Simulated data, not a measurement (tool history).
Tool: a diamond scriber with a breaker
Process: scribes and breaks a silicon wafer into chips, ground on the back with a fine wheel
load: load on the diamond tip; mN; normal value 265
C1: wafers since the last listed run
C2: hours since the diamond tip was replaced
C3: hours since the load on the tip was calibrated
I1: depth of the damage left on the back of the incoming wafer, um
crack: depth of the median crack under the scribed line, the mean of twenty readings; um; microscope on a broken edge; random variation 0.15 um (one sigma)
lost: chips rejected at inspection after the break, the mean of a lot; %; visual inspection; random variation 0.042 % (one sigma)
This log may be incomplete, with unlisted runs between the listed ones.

{"run": 1, "day": 0.0, "load": 322, "C1": 0, "C2": 651.8, "C3": 552.4, "I1": 2.37, "crack": 15.34, "lost": 2.0}
{"day": 0.562, "done": "load on the tip recalibrated"}
{"run": 2, "day": 1.342, "load": 322, "C1": 38, "C2": 684.0, "C3": 18.7, "I1": 2.4, "crack": 14.12, "lost": 1.23}
{"run": 3, "day": 2.554, "load": 322, "C1": 37, "C2": 713.1, "C3": 47.8, "I1": 2.87, "crack": 14.2, "lost": 1.62}
{"run": 4, "day": 4.683, "load": 265, "C1": 65, "C2": 764.2, "C3": 98.9, "I1": 2.41, "crack": 12.78, "lost": 1.95}
{"run": 5, "day": 7.283, "load": 204, "C1": 80, "C2": 826.6, "C3": 161.3, "I1": 1.93, "crack": 11.43, "lost": 5.9}
{"run": 6, "day": 9.592, "load": 204, "C1": 71, "C2": 882.0, "C3": 216.7, "I1": 1.93, "crack": 11.25, "lost": 5.7}
{"run": 7, "day": 11.392, "load": 204, "C1": 55, "C2": 925.2, "C3": 259.9, "I1": 1.55, "crack": 11.16, "lost": 5.43}
{"run": 8, "day": 13.371, "load": 265, "C1": 60, "C2": 972.7, "C3": 307.4, "I1": 1.62, "crack": 13.13, "lost": 1.31}
{"run": 9, "day": 21.221, "load": 265, "C1": 241, "C2": 1161.1, "C3": 495.8, "I1": 1.95, "crack": 13.41, "lost": 1.06}
{"day": 21.762, "done": "diamond tip replaced by a new one"}
{"day": 23.0, "done": "load on the tip recalibrated"}
{"run": 10, "day": 23.325, "load": 265, "C1": 59, "C2": 37.5, "C3": 7.8, "I1": 1.53, "crack": 13.42, "lost": 1.03}
{"run": 11, "day": 25.8, "load": 243, "C1": 76, "C2": 96.9, "C3": 67.2, "I1": 1.73, "crack": 12.61, "lost": 1.76}
{"run": 12, "day": 27.558, "load": 265, "C1": 54, "C2": 139.1, "C3": 109.4, "I1": 2.1, "crack": 13.39, "lost": 1.29}
{"run": 13, "day": 29.467, "load": 265, "C1": 58, "C2": 184.9, "C3": 155.2, "I1": 1.59, "crack": 13.39, "lost": 1.06}
{"run": 14, "day": 31.475, "load": 265, "C1": 61, "C2": 233.1, "C3": 203.4, "I1": 2.69, "crack": 13.17, "lost": 1.61}
{"run": 15, "day": 33.142, "load": 247, "C1": 51, "C2": 273.1, "C3": 243.4, "I1": 1.98, "crack": 12.92, "lost": 2.0}
{"run": 16, "day": 35.658, "load": 193, "C1": 77, "C2": 333.5, "C3": 303.8, "I1": 2.24, "crack": 11.32, "lost": 6.46}
{"run": 17, "day": 38.533, "load": 265, "C1": 88, "C2": 402.5, "C3": 372.8, "I1": 2.03, "crack": 13.12, "lost": 1.22}
{"run": 18, "day": 41.5, "load": 294, "C1": 91, "C2": 473.7, "C3": 444.0, "I1": 1.69, "crack": 13.93, "lost": 0.94}
{"run": 19, "day": 42.675, "load": 265, "C1": 36, "C2": 501.9, "C3": 472.2, "I1": 2.94, "crack": 13.61, "lost": 1.86}
{"day": 43.462, "done": "load on the tip recalibrated"}
{"run": 20, "day": 45.046, "load": 192, "C1": 70, "C2": 558.8, "C3": 38.0, "I1": 2.54, "crack": 10.79, "lost": 8.93}
{"run": 21, "day": 49.104, "load": 304, "C1": 124, "C2": 656.2, "C3": 135.4, "I1": 2.28, "crack": 13.97, "lost": 1.08}
{"run": 22, "day": 50.525, "load": 289, "C1": 43, "C2": 690.3, "C3": 169.5, "I1": 1.67, "crack": 13.51, "lost": 0.98}
{"run": 23, "day": 52.896, "load": 265, "C1": 73, "C2": 747.2, "C3": 226.4, "I1": 1.96, "crack": 13.2, "lost": 1.56}
{"run": 24, "day": 55.242, "load": 211, "C1": 72, "C2": 803.5, "C3": 282.7, "I1": 2.91, "crack": 11.67, "lost": 5.7}
{"run": 25, "day": 56.55, "load": 341, "C1": 40, "C2": 834.9, "C3": 314.1, "I1": 2.68, "crack": 15.42, "lost": 2.14}
{"run": 26, "day": 57.612, "load": 265, "C1": 32, "C2": 860.4, "C3": 339.6, "I1": 2.52, "crack": 13.31, "lost": 1.54}
{"run": 27, "day": 59.575, "load": 265, "C1": 60, "C2": 907.5, "C3": 386.7, "I1": 1.77, "crack": 13.15, "lost": 1.22}
{"run": 28, "day": 61.296, "load": 215, "C1": 52, "C2": 948.8, "C3": 428.0, "I1": 2.47, "crack": 11.75, "lost": 4.0}
{"run": 29, "day": 62.658, "load": 333, "C1": 41, "C2": 981.5, "C3": 460.7, "I1": 2.61, "crack": 14.78, "lost": 2.24}
{"day": 63.179, "done": "load on the tip recalibrated"}
{"run": 30, "day": 64.075, "load": 242, "C1": 41, "C2": 1015.5, "C3": 21.5, "I1": 2.81, "crack": 11.86, "lost": 4.92}

State the hidden condition of the tool at each of the runs:
H1: share of the diamond tip's cutting effectiveness lost through wear, %
H2: deviation of the load on the tip from its setpoint, %
run=1 H1=12.1 H2=13.4
run=2 H1=12.3 H2=1.01
run=3 H1=12.4 H2=1.7
run=4 H1=12.6 H2=2.93
run=5 H1=12.9 H2=4.43
run=6 H1=13.1 H2=5.76
run=7 H1=13.2 H2=6.8
run=8 H1=13.3 H2=7.94
run=9 H1=13.6 H2=12.5
run=10 H1=4.04 H2=-1.34
run=11 H1=5.91 H2=0.0881
run=12 H1=7.05 H2=1.1
run=13 H1=8.14 H2=2.2
run=14 H1=9.14 H2=3.36
run=15 H1=9.88 H2=4.32
run=16 H1=10.8 H2=5.77
run=17 H1=11.7 H2=7.43
run=18 H1=12.5 H2=9.14
run=19 H1=12.8 H2=9.82
run=20 H1=13.2 H2=3.51
run=21 H1=13.9 H2=5.85
run=22 H1=14.1 H2=6.67
run=23 H1=14.3 H2=8.03
run=24 H1=14.6 H2=9.39
run=25 H1=14.7 H2=10.1
run=26 H1=14.8 H2=10.8
run=27 H1=14.9 H2=11.9
run=28 H1=15 H2=12.9
run=29 H1=15.1 H2=13.7
run=30 H1=15.1 H2=-0.205

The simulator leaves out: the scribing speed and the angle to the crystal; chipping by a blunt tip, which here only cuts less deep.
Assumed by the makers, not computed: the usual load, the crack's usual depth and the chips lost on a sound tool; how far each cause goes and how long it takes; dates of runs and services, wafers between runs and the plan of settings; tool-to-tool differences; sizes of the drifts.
